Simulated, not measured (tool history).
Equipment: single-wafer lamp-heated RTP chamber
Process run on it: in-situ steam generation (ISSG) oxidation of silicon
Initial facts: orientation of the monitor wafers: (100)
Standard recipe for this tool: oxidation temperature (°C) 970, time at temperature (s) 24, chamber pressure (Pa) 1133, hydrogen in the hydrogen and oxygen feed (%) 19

run     day  oxidation temperature (°C)  time at temperature (s)  chamber pressure (Pa)  hydrogen in the hydrogen and oxygen feed (%)  wafers since the last listed run  wafers since the last pyrometer calibration  hours since the pressure gauge was zeroed  hours since the hydrogen flow controller was replaced  hours since the gauge calibration  read-back reference wafer on the same gauge, thickness  oxide thickness on the monitor wafer (angstrom)
  1   0.000                         970                       24                   1187                                            19                                 0                                         1003                                      964.6                                                 7006.0                              738.5                                                   5.402                                            50.93
  2   4.208                         970                       24                   1187                                            19                               791                                         1794                                     1065.6                                                 7107.0                              839.5                                                   5.398                                            50.62
  3   7.075                         970                       24                   1173                                            23                               538                                         2333                                     1134.4                                                 7175.8                              908.3                                                   5.401                                            52.94
  4  10.321                         970                       24                   1173                                            23                               610                                         2944                                     1212.3                                                 7253.7                              986.2                                                   5.393                                            53.38
  5  12.088                         970                       24                   1173                                            23                               332                                         3276                                     1254.7                                                 7296.1                             1028.6                                                   5.403                                            53.29
     13.062  -- pyrometer window cleaned and pyrometer calibrated
  6  14.383                         970                       24                   1133                                            19                               368                                          248                                     1309.8                                                 7351.2                             1083.7                                                   5.396                                            51.27
  7  16.542                         970                       24                   1133                                            19                               405                                          653                                     1361.6                                                 7403.0                             1135.5                                                   5.398                                            51.20
  8  19.529                         970                       24                   1133                                            19                               561                                         1215                                     1433.3                                                 7474.7                             1207.2                                                   5.396                                            51.08
  9  21.354                         963                       24                   1133                                            19                               343                                         1558                                     1477.1                                                 7518.5                             1251.0                                                   5.403                                            50.29
     28.012  -- pyrometer window cleaned and pyrometer calibrated
     32.642  -- hydrogen flow controller replaced
 10  33.492                         963                       24                   1133                                            19                              2156                                          967                                     1768.4                                                   20.4                             1542.3                                                   5.400                                            50.09
 11  36.471                         963                       24                   1133                                            19                               560                                         1527                                     1839.9                                                   91.9                             1613.8                                                   5.398                                            50.32
     47.829  -- pyrometer window cleaned and pyrometer calibrated
 12  48.375                         970                       26                   1133                                            19                              2175                                          102                                     2125.6                                                  377.6                             1899.5                                                   5.399                                            52.86
 13  52.567                         954                       24                   1133                                            19                               787                                          890                                     2226.2                                                  478.2                             2000.1                                                   5.406                                            48.70
 14  54.183                         979                       24                   1133                                            19                               303                                         1194                                     2265.0                                                  517.0                             2038.9                                                   5.401                                            52.90
 15  58.162                         958                       24                   1133                                            11                               748                                         1942                                     2360.5                                                  612.5                             2134.4                                                   5.396                                            43.92
     60.938  -- gauge calibrated
     61.046  -- pressure gauge zeroed
 16  61.321                         961                       17                   1133                                            19                               531                                         2473                                        6.6                                                  688.3                                9.2                                                   5.405                                            43.35
     64.962  -- pyrometer window cleaned and pyrometer calibrated
 17  65.204                         970                       24                   1133                                            19                               667                                           45                                       99.8                                                  781.5                              102.4                                                   5.397                                            51.40
 18  69.179                         970                       18                   1133                                            19                               747                                          792                                      195.2                                                  876.9                              197.8                                                   5.400                                            44.95
 19  72.308                         970                       24                   1133                                            19                               588                                         1380                                      270.3                                                  952.0                              272.9                                                   5.398                                            51.29
 20  74.112                         970                       24                   1080                                            27                               339                                         1720                                      313.6                                                  995.3                              316.2                                                   5.393                                            55.71
 21  75.738                         970                       21                   1133                                            27                               305                                         2025                                      352.6                                                 1034.3                              355.2                                                   5.401                                            52.02
 22  78.046                         970                       24                   1133                                            19                               433                                         2459                                      408.0                                                 1089.7                              410.6                                                   5.402                                            50.59
     81.179  -- pyrometer window cleaned and pyrometer calibrated
 23  81.712                         970                       24                   1133                                            19                               626                                          100                                      496.0                                                 1177.7                              498.6                                                   5.396                                            50.91
 24  84.092                         970                       24                   1133                                            28                               447                                          547                                      553.1                                                 1234.8                              555.7                                                   5.400                                            56.06

3 options for the next run, each taken on its own from the tool as it stands now. Forecast them:
  A  84.108                         970                       24                   1133                                            19                                 3                                          550                                      553.5                                                 1235.2                              556.1                                                       ?                                                ?
  B  84.108                         970                       24                   1013                                            19                                 3                                          550                                      553.5                                                 1235.2                              556.1                                                       ?                                                ?
  C  84.108                         955                       19                   1213                                            19                                 3                                          550                                      553.5                                                 1235.2                              556.1                                                       ?                                                ?

run  read-back reference wafer on the same gauge, thickness  oxide thickness on the monitor wafer (angstrom)
  A                                                   5.395                                            51.28
  B                                                   5.395                                            51.35
  C                                                   5.395                                            43.91
Take away the tool's hidden state, keep each run's random variation, and the runs would have read:
run  oxide thickness on the monitor wafer (angstrom)
  A                                            51.28
  B                                            51.35
  C                                            43.91
